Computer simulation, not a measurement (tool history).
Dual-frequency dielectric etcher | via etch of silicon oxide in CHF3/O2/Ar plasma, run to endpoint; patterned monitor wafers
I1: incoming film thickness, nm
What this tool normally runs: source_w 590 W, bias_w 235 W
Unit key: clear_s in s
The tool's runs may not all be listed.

{"run": 1, "hour": 0.0, "source_w": 590, "bias_w": 235, "I1": 648.9, "clear_s": 308.6}
{"hour": 41.3, "done": "wet clean of the chamber"}
{"run": 2, "hour": 101.2, "source_w": 590, "bias_w": 235, "I1": 651.0, "clear_s": 307.9}
{"run": 3, "hour": 139.3, "source_w": 590, "bias_w": 235, "I1": 655.5, "clear_s": 314.0}
{"run": 4, "hour": 184.5, "source_w": 590, "bias_w": 235, "I1": 648.6, "clear_s": 310.2}
{"run": 5, "hour": 244.4, "source_w": 590, "bias_w": 235, "I1": 649.8, "clear_s": 307.7}
{"run": 6, "hour": 302.9, "source_w": 590, "bias_w": 235, "I1": 651.8, "clear_s": 310.4}
{"hour": 352.4, "done": "upper electrode replaced"}
{"run": 7, "hour": 391.7, "source_w": 590, "bias_w": 235, "I1": 660.0, "clear_s": 320.9}
{"run": 8, "hour": 498.2, "source_w": 590, "bias_w": 235, "I1": 656.8, "clear_s": 321.5}
{"hour": 514.1, "done": "source power generator calibrated"}
{"hour": 581.9, "done": "wet clean of the chamber"}
{"run": 9, "hour": 582.4, "source_w": 590, "bias_w": 235, "I1": 651.9, "clear_s": 321.7}
{"hour": 608.7, "done": "bias power generator calibrated"}
{"run": 10, "hour": 654.7, "source_w": 590, "bias_w": 235, "I1": 651.2, "clear_s": 322.7}
{"run": 11, "hour": 759.2, "source_w": 500, "bias_w": 206, "I1": 652.1, "clear_s": 368.0}
{"hour": 845.8, "done": "wet clean of the chamber, repeated, since the last time left the tool worse"}
{"run": 12, "hour": 846.3, "source_w": 710, "bias_w": 257, "I1": 655.7, "clear_s": 277.9}
{"run": 13, "hour": 909.1, "source_w": 590, "bias_w": 235, "I1": 652.2, "clear_s": 309.4}
{"run": 14, "hour": 960.7, "source_w": 470, "bias_w": 209, "I1": 654.3, "clear_s": 347.2}
{"run": 15, "hour": 1028.7, "source_w": 590, "bias_w": 290, "I1": 655.5, "clear_s": 284.1}
{"run": 16, "hour": 1071.9, "source_w": 460, "bias_w": 269, "I1": 656.1, "clear_s": 320.7}

Run-by-run hidden state of the tool:
source power that arrives over what is set, %: 0, the same for each run
bias power that arrives over what is set, %: 0, the same for each run
H1: etch rate over this chamber's usual, %
run=1 H1=-2.8
run=2 H1=-0.86
run=3 H1=-1.07
run=4 H1=-1.33
run=5 H1=-1.67
run=6 H1=-1.99
run=7 H1=-2.49
run=8 H1=-3.09
run=9 H1=-5.43
run=10 H1=-5.84
run=11 H1=-6.43
run=12 H1=-0.314
run=13 H1=-0.667
run=14 H1=-0.957
run=15 H1=-1.34
run=16 H1=-1.58
